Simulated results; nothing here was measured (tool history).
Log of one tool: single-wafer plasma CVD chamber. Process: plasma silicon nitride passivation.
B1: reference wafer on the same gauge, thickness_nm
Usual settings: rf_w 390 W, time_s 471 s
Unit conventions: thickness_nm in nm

Run 1, day 0: usual settings; B1 759.504. Result: thickness_nm 682.376 nm.
Run 2, day 1.738: usual settings; B1 759.092. Result: thickness_nm 686.032 nm.
Run 3, day 4.225: usual settings; B1 759.003. Result: thickness_nm 681.581 nm.
Run 4, day 7.079: usual settings; B1 758.941. Result: thickness_nm 681.65 nm.
Run 5, day 8.733: usual settings; B1 759.082. Result: thickness_nm 681.503 nm.
Run 6, day 9.921: usual settings; B1 758.776. Result: thickness_nm 683.129 nm.
Run 7, day 11.733: usual settings; B1 758.676. Result: thickness_nm 682.874 nm.
At day 14.05: gauge calibrated.
Run 8, day 14.55: usual settings; B1 758.956. Result: thickness_nm 681.189 nm.
Run 9, day 16.558: usual settings; B1 759.509. Result: thickness_nm 684.099 nm.
At day 19.038: RF generator calibrated.
Run 10, day 19.058: usual settings; B1 759.432. Result: thickness_nm 690.757 nm.
Run 11, day 21.679: usual settings; B1 759.148. Result: thickness_nm 688.064 nm.
Run 12, day 23.521: usual settings; B1 758.317. Result: thickness_nm 688.963 nm.
At day 24.533: showerhead replaced.
Run 13, day 24.554: usual settings; B1 759.03. Result: thickness_nm 688.224 nm.

The next listed run, before its measurement:
Run 14, day 26.121: usual settings but rf_w 325 W, time_s 406 s; B1 ?. Result: thickness_nm ?.

Run 14 produced B1 759.646, thickness_nm 575.871 nm.
Were there no unlogged condition in the tool, this run, its random variation unchanged, would have produced thickness_nm 579.271 nm.

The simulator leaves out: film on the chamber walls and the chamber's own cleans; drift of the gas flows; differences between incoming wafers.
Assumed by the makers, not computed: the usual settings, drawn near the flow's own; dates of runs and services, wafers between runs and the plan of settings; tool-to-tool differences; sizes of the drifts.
